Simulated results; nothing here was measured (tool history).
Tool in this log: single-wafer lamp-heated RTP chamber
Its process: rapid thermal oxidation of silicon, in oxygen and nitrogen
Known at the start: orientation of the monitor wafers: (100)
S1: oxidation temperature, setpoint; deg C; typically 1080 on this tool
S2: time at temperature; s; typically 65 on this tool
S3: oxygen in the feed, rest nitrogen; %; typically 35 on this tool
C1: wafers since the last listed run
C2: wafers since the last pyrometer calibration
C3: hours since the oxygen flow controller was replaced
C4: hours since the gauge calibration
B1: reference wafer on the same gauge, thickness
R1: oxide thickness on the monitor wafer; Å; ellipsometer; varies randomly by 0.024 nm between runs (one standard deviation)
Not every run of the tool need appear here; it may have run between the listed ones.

run,hour,S1,S2,S3,C1,C2,C3,C4,B1,R1
1,0.0,1061,65,23,0,6887,3953.9,1179.0,8.107,56.01
# hour 89.5: pyrometer window cleaned and pyrometer calibrated
2,90.0,1080,65,35,1193,7,4043.9,1269.0,8.106,71.83
3,163.5,1080,65,35,1069,1076,4117.4,1342.5,8.110,72.16
4,245.9,1080,65,35,1198,2275,4199.8,1424.9,8.107,71.92
5,301.0,1080,65,35,801,3077,4254.9,1480.0,8.109,72.85
6,343.7,1066,65,35,621,3698,4297.6,1522.7,8.110,65.95
7,419.5,1080,65,35,1102,4801,4373.4,1598.5,8.113,72.86
8,512.5,1080,65,35,1353,6154,4466.4,1691.5,8.108,73.65
9,619.7,1080,78,35,1559,7714,4573.6,1798.7,8.107,80.38
10,680.8,1080,65,35,888,8603,4634.7,1859.8,8.114,74.87
# hour 754.9: pyrometer window cleaned and pyrometer calibrated
11,776.5,1080,65,35,1276,313,4730.4,1955.5,8.117,71.58
12,848.5,1080,54,35,1047,1361,4802.4,2027.5,8.107,65.96
13,908.0,1080,54,35,865,2226,4861.9,2087.0,8.112,65.65
# hour 967.4: gauge calibrated
14,994.2,1080,65,35,1254,3481,4948.1,26.8,8.109,71.44
15,1065.0,1080,65,35,1030,4511,5018.9,97.6,8.113,72.16
16,1146.4,1069,34,51,1184,5695,5100.3,179.0,8.108,58.42
17,1224.6,1105,65,17,1137,6833,5178.5,257.2,8.112,66.50
18,1265.2,1087,65,35,590,7424,5219.1,297.8,8.111,77.12
# hour 1334.0: oxygen flow controller replaced
19,1334.5,1080,89,35,891,8316,0.5,367.1,8.107,85.38
# hour 1354.2: pyrometer window cleaned and pyrometer calibrated
20,1438.7,1101,33,35,1399,1229,104.7,471.3,8.107,61.15
21,1542.3,1080,65,35,1507,2736,208.3,574.9,8.110,72.21
22,1628.7,1080,65,35,1257,3993,294.7,661.3,8.108,71.68
23,1719.9,1054,95,47,1326,5320,385.9,752.5,8.108,80.60
24,1786.8,1080,75,35,973,6294,452.8,819.4,8.110,77.87
25,1864.5,1080,51,35,1130,7424,530.5,897.1,8.109,66.59
26,1903.8,1068,43,17,571,7996,569.8,936.4,8.107,45.13
# hour 1940.6: pyrometer window cleaned and pyrometer calibrated
27,1946.2,1080,92,52,500,81,612.2,978.8,8.110,96.23
28,1994.6,1080,65,35,704,786,660.6,1027.2,8.107,71.17
29,2052.8,1080,65,35,846,1632,718.8,1085.4,8.111,71.50
30,2135.7,1080,78,35,1206,2839,801.7,1168.3,8.113,77.52
31,2208.1,1055,88,17,1053,3892,874.1,1240.7,8.106,54.59
32,2310.9,1105,65,35,1495,5388,976.9,1343.5,8.110,85.02
33,2360.4,1089,78,17,720,6108,1026.4,1393.0,8.112,65.46
34,2414.1,1080,65,35,781,6889,1080.1,1446.7,8.116,73.19
35,2521.0,1051,56,57,1555,8445,1187.0,1553.6,8.113,68.51
36,2577.5,1080,65,43,822,9267,1243.5,1610.1,8.110,81.09
# hour 2642.4: pyrometer window cleaned and pyrometer calibrated
37,2642.9,1080,78,35,835,7,1308.9,1675.5,8.111,77.26

Measured less the same run without the tool's hidden state. The same run-to-run variation is in both; the gauge's scatter may not be:
Hidden state at play: true wafer temperature minus pyrometer reading, K; deviation of the oxygen flow from its setpoint, %; gauge reads high (%).
run,R1
1,+1.60
2,+0.78
3,+0.83
4,+0.99
5,+1.18
6,+1.24
7,+1.71
8,+2.32
9,+3.46
10,+3.79
11,+0.16
12,+0.20
13,+0.32
14,+0.63
15,+0.96
16,+1.18
17,+1.75
18,+2.46
19,+3.48
20,+0.33
21,+0.64
22,+0.96
23,+1.71
24,+2.05
25,+2.30
26,+1.69
27,+0.37
28,+0.29
29,+0.38
30,+0.64
31,+0.67
32,+1.62
33,+1.55
34,+2.17
35,+3.04
36,+4.08
37,+0.40

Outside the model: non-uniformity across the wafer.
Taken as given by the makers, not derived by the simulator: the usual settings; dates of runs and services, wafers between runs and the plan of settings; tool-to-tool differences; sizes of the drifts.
